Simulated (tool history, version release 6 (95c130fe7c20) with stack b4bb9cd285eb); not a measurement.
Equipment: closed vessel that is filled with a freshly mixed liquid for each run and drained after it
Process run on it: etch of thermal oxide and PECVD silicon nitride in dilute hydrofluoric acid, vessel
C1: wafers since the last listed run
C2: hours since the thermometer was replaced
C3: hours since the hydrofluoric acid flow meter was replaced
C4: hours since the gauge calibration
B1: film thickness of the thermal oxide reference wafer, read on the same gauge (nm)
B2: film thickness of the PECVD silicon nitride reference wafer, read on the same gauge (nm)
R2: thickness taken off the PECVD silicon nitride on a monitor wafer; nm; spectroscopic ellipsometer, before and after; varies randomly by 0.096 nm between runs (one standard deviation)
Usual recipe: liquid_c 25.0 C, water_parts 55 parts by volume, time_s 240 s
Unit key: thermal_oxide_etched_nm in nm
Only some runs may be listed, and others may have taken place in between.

Run 1, hour 0.0: usual settings; C1 0; C2 318.8; C3 506.4; C4 236.4; B1 139.99; B2 89.99. Result: thermal_oxide_etched_nm 25.16 nm, R2 11.48 nm.
Run 2, hour 46.6: usual settings; C1 4375; C2 365.4; C3 553.0; C4 283.0; B1 139.98; B2 90.01. Result: thermal_oxide_etched_nm 25.43 nm, R2 11.71 nm.
Run 3, hour 137.8: usual settings but liquid_c 27.5 C, time_s 125 s; C1 8563; C2 456.6; C3 644.2; C4 374.2; B1 140.02; B2 90.03. Result: thermal_oxide_etched_nm 14.42 nm, R2 7.17 nm.
Run 4, hour 230.3: usual settings but time_s 380 s; C1 8685; C2 549.1; C3 736.7; C4 466.7; B1 140.03; B2 89.98. Result: thermal_oxide_etched_nm 40.09 nm, R2 18.66 nm.
Run 5, hour 279.2: usual settings; C1 4591; C2 598.0; C3 785.6; C4 515.6; B1 140.00; B2 89.98. Result: thermal_oxide_etched_nm 25.48 nm, R2 11.92 nm.
Run 6, hour 356.6: usual settings but liquid_c 21.5 C, water_parts 65 parts by volume; C1 7267; C2 675.4; C3 863.0; C4 593.0; B1 140.03; B2 90.00. Result: thermal_oxide_etched_nm 18.38 nm, R2 7.88 nm.
Run 7, hour 443.6: usual settings but liquid_c 23.5 C, water_parts 75 parts by volume, time_s 120 s; C1 8168; C2 762.4; C3 950.0; C4 680.0; B1 140.03; B2 89.99. Result: thermal_oxide_etched_nm 8.53 nm, R2 3.98 nm.
Run 8, hour 619.5: usual settings but liquid_c 30.0 C, water_parts 80 parts by volume, time_s 125 s; C1 16515; C2 938.3; C3 1125.9; C4 855.9; B1 140.00; B2 89.99. Result: thermal_oxide_etched_nm 10.74 nm, R2 5.92 nm.
Run 9, hour 696.6: usual settings but time_s 190 s; C1 7239; C2 1015.4; C3 1203.0; C4 933.0; B1 139.99; B2 90.01. Result: thermal_oxide_etched_nm 20.36 nm, R2 9.58 nm.
Run 10, hour 764.1: usual settings; C1 6337; C2 1082.9; C3 1270.5; C4 1000.5; B1 139.99; B2 90.00. Result: thermal_oxide_etched_nm 26.12 nm, R2 12.08 nm.
Run 11, hour 813.6: usual settings but time_s 335 s; C1 4647; C2 1132.4; C3 1320.0; C4 1050.0; B1 140.01; B2 90.03. Result: thermal_oxide_etched_nm 35.75 nm, R2 16.98 nm.
At hour 871.3: hydrofluoric acid flow meter replaced.
Run 12, hour 907.6: usual settings but liquid_c 28.0 C, time_s 315 s; C1 8732; C2 1226.4; C3 36.3; C4 1144.0; B1 140.00; B2 89.98. Result: thermal_oxide_etched_nm 38.83 nm, R2 19.46 nm.
Run 13, hour 951.4: usual settings; C1 4112; C2 1270.2; C3 80.1; C4 1187.8; B1 140.00; B2 90.00. Result: thermal_oxide_etched_nm 25.86 nm, R2 12.28 nm.
Run 14, hour 1058.6: usual settings but liquid_c 30.0 C; C1 10065; C2 1377.4; C3 187.3; C4 1295.0; B1 140.02; B2 90.01. Result: thermal_oxide_etched_nm 32.10 nm, R2 16.96 nm.
Run 15, hour 1105.0: usual settings but water_parts 45 parts by volume, time_s 115 s; C1 4356; C2 1423.8; C3 233.7; C4 1341.4; B1 139.98; B2 89.99. Result: thermal_oxide_etched_nm 15.61 nm, R2 7.09 nm.
Run 16, hour 1167.5: usual settings but liquid_c 27.5 C; C1 5868; C2 1486.3; C3 296.2; C4 1403.9; B1 140.02; B2 90.04. Result: thermal_oxide_etched_nm 28.96 nm, R2 14.63 nm.
Run 17, hour 1245.2: usual settings but liquid_c 21.5 C, time_s 155 s; C1 7295; C2 1564.0; C3 373.9; C4 1481.6; B1 140.00; B2 90.02. Result: thermal_oxide_etched_nm 14.74 nm, R2 6.30 nm.
At hour 1262.7: thermometer replaced.
Run 18, hour 1334.8: usual settings but liquid_c 29.5 C, water_parts 40 parts by volume, time_s 325 s; C1 8318; C2 72.1; C3 463.5; C4 1571.2; B1 139.98; B2 90.00. Result: thermal_oxide_etched_nm 56.81 nm, R2 29.05 nm.
Run 19, hour 1427.0: usual settings; C1 8656; C2 164.3; C3 555.7; C4 1663.4; B1 139.98; B2 90.02. Result: thermal_oxide_etched_nm 24.93 nm, R2 11.58 nm.
Run 20, hour 1528.6: usual settings; C1 9539; C2 265.9; C3 657.3; C4 1765.0; B1 140.01; B2 89.98. Result: thermal_oxide_etched_nm 25.33 nm, R2 11.85 nm.
Run 21, hour 1593.0: usual settings but water_parts 30 parts by volume, time_s 145 s; C1 6046; C2 330.3; C3 721.7; C4 1829.4; B1 140.00; B2 89.97. Result: thermal_oxide_etched_nm 29.03 nm, R2 12.71 nm.
Run 22, hour 1650.6: usual settings but time_s 300 s; C1 5408; C2 387.9; C3 779.3; C4 1887.0; B1 140.00; B2 90.01. Result: thermal_oxide_etched_nm 31.82 nm, R2 14.69 nm.

For run 23, what comes out?
Run 23, hour 1734.1: usual settings but liquid_c 22.5 C, water_parts 30 parts by volume, time_s 200 s; C1 7840; C2 471.4; C3 862.8; C4 1970.5; B1 ?; B2 ?. Result: thermal_oxide_etched_nm ?, R2 ?.

Logged for run 23: B1 140.01, B2 90.00, thermal_oxide_etched_nm 36.20 nm, R2 15.03 nm.
Take away the tool's hidden state, keep the run-to-run variation as it was, and the same run would have given thermal_oxide_etched_nm 35.35 nm, R2 14.47 nm.
